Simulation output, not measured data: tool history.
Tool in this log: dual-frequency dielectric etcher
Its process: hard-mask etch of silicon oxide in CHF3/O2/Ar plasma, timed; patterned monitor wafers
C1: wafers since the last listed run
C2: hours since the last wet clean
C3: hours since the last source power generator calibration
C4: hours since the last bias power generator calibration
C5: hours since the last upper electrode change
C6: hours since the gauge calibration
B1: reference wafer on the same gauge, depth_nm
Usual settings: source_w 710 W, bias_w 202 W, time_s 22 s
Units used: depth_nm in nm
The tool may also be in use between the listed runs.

run 1 hour=0 | source_w=710 bias_w=202 time_s=22 | C1=0 C2=335.4 C3=4310.6 C4=2118.5 C5=3511.4 C6=558.3 | B1=46.56 | depth_nm=44.85
run 2 hour=68.8 | source_w=710 bias_w=202 time_s=22 | C1=784 C2=404.2 C3=4379.4 C4=2187.3 C5=3580.2 C6=627.1 | B1=46.54 | depth_nm=44.72
run 3 hour=94.7 | source_w=710 bias_w=202 time_s=22 | C1=295 C2=430.1 C3=4405.3 C4=2213.2 C5=3606.1 C6=653 | B1=46.48 | depth_nm=44.62
-- hour=131 bias power generator calibrated
run 4 hour=131.5 | source_w=710 bias_w=202 time_s=22 | C1=374 C2=466.9 C3=4442.1 C4=0.5 C5=3642.9 C6=689.8 | B1=46.52 | depth_nm=45.52
-- hour=209.1 wet clean of the chamber
run 5 hour=209.6 | source_w=710 bias_w=202 time_s=22 | C1=617 C2=0.5 C3=4520.2 C4=78.6 C5=3721 C6=767.9 | B1=46.55 | depth_nm=47.09
run 6 hour=262.1 | source_w=710 bias_w=202 time_s=22 | C1=598 C2=53 C3=4572.7 C4=131.1 C5=3773.5 C6=820.4 | B1=46.53 | depth_nm=46.98
run 7 hour=332.5 | source_w=890 bias_w=202 time_s=18 | C1=803 C2=123.4 C3=4643.1 C4=201.5 C5=3843.9 C6=890.8 | B1=46.49 | depth_nm=41.23
run 8 hour=389.2 | source_w=710 bias_w=202 time_s=22 | C1=646 C2=180.1 C3=4699.8 C4=258.2 C5=3900.6 C6=947.5 | B1=46.48 | depth_nm=46.68
run 9 hour=424.9 | source_w=810 bias_w=164 time_s=28.5 | C1=407 C2=215.8 C3=4735.5 C4=293.9 C5=3936.3 C6=983.2 | B1=46.49 | depth_nm=56.22
run 10 hour=474.6 | source_w=710 bias_w=157 time_s=16 | C1=566 C2=265.5 C3=4785.2 C4=343.6 C5=3986 C6=1032.9 | B1=46.47 | depth_nm=29.52
run 11 hour=535.1 | source_w=560 bias_w=202 time_s=18 | C1=690 C2=326 C3=4845.7 C4=404.1 C5=4046.5 C6=1093.4 | B1=46.51 | depth_nm=34.98
run 12 hour=590.3 | source_w=580 bias_w=202 time_s=22 | C1=629 C2=381.2 C3=4900.9 C4=459.3 C5=4101.7 C6=1148.6 | B1=46.53 | depth_nm=42.87
run 13 hour=661.1 | source_w=650 bias_w=231 time_s=22 | C1=807 C2=452 C3=4971.7 C4=530.1 C5=4172.5 C6=1219.4 | B1=46.48 | depth_nm=46.95
-- hour=670.2 gauge calibrated
run 14 hour=714.2 | source_w=540 bias_w=202 time_s=16.5 | C1=605 C2=505.1 C3=5024.8 C4=583.2 C5=4225.6 C6=44 | B1=46.56 | depth_nm=31.23
-- hour=817.2 upper electrode replaced
-- hour=868.6 wet clean of the chamber
run 15 hour=903.6 | source_w=710 bias_w=202 time_s=24 | C1=1612 C2=35 C3=5214.2 C4=772.6 C5=86.4 C6=233.4 | B1=46.5 | depth_nm=51.62
-- hour=914.3 source power generator calibrated
run 16 hour=962.4 | source_w=710 bias_w=202 time_s=22 | C1=625 C2=93.8 C3=48.1 C4=831.4 C5=145.2 C6=292.2 | B1=46.49 | depth_nm=46.95
run 17 hour=989.2 | source_w=710 bias_w=202 time_s=22 | C1=305 C2=120.6 C3=74.9 C4=858.2 C5=172 C6=319 | B1=46.47 | depth_nm=46.46

Run 18 is up next; what results do you expect?
run 18 hour=1044.2 | source_w=710 bias_w=202 time_s=22 | C1=627 C2=175.6 C3=129.9 C4=913.2 C5=227 C6=374 | B1=? | depth_nm=?

B1: 46.52
depth_nm: 46.46 nm
If the tool had no hidden condition, the same run with the same run-to-run variation would have returned depth_nm 47.48 nm.

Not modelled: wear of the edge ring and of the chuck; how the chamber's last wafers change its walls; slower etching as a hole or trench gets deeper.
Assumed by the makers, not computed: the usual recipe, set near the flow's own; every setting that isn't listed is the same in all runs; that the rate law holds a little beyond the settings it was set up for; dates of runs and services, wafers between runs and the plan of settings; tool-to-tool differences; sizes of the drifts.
